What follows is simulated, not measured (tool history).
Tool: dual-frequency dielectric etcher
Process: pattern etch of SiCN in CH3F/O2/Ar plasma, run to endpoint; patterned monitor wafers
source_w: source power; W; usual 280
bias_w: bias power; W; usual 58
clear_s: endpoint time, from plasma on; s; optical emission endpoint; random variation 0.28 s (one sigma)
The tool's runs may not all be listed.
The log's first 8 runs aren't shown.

run,day,source_w,bias_w,wafers since the last listed run,hours since the last wet clean,hours since the last source power generator calibration,hours since the last bias power generator calibration,hours since the last upper electrode change,"incoming incoming film thickness, nm",clear_s
9,24.279,230,58,997,401.3,2017.4,4426.8,3142.9,12.35,40.1
# day 27.304: wet clean of the chamber
10,28.571,230,58,764,30.4,2120.4,4529.8,3245.9,12.35,40.7
11,30.388,230,58,421,74.0,2164.0,4573.4,3289.5,12.40,40.0
# day 33.162: upper electrode replaced
12,33.183,280,58,416,141.1,2231.1,4640.5,0.5,12.21,37.1
13,34.612,280,58,331,175.4,2265.4,4674.8,34.8,12.24,36.4
14,37.696,330,58,715,249.4,2339.4,4748.8,108.8,12.23,34.6
15,39.312,330,58,375,288.2,2378.2,4787.6,147.6,12.29,35.2
# day 43.396: wet clean of the chamber
16,43.508,280,65,741,2.7,2478.9,4888.3,248.3,12.32,36.0
17,46.492,240,64,692,74.3,2550.5,4959.9,319.9,12.40,38.5
18,50.712,320,51,979,175.6,2651.8,5061.2,421.2,12.35,37.2
19,53.354,280,58,613,239.0,2715.2,5124.6,484.6,12.33,37.4
# day 56.550: bias power generator calibrated
20,56.675,280,58,732,318.7,2794.9,3.0,564.3,12.31,37.0
21,61.125,340,68,1033,425.5,2901.7,109.8,671.1,12.21,32.5
# day 62.308: wet clean of the chamber
22,63.971,280,58,428,39.9,2970.0,178.1,739.4,12.32,37.2
23,66.875,310,48,674,109.6,3039.7,247.8,809.1,12.31,38.3
24,70.008,280,58,727,184.8,3114.9,323.0,884.3,12.27,37.2
25,71.658,240,48,383,224.4,3154.5,362.6,923.9,12.33,42.5
# day 73.525: source power generator calibrated
26,74.154,280,45,540,284.3,15.1,422.5,983.8,12.26,40.7
27,77.158,280,58,697,356.4,87.2,494.6,1055.9,12.31,37.3
28,80.767,320,63,837,443.0,173.8,581.2,1142.5,12.19,34.4
# day 83.567: wet clean of the chamber
29,84.017,320,51,522,10.8,251.8,659.2,1220.5,12.44,37.5
30,86.838,280,64,654,78.5,319.5,726.9,1288.2,12.19,35.5
31,90.625,280,47,879,169.4,410.4,817.8,1379.1,12.43,41.1
32,93.700,280,52,713,243.2,484.2,891.6,1452.9,12.30,38.4

Forecast each of these 5 alternatives for the next run:
A,93.717,280,58,3,243.6,484.6,892.0,1453.3,12.38,?
B,93.717,280,49,3,243.6,484.6,892.0,1453.3,12.38,?
C,93.717,320,68,3,243.6,484.6,892.0,1453.3,12.38,?
D,93.717,230,45,3,243.6,484.6,892.0,1453.3,12.38,?
E,93.717,210,58,3,243.6,484.6,892.0,1453.3,12.38,?

run,clear_s
A,37.5
B,39.7
C,33.7
D,43.9
E,41.6
Without the tool's hidden state the same runs would have given:
run,clear_s
A,37.5
B,39.7
C,33.7
D,43.9
E,41.6
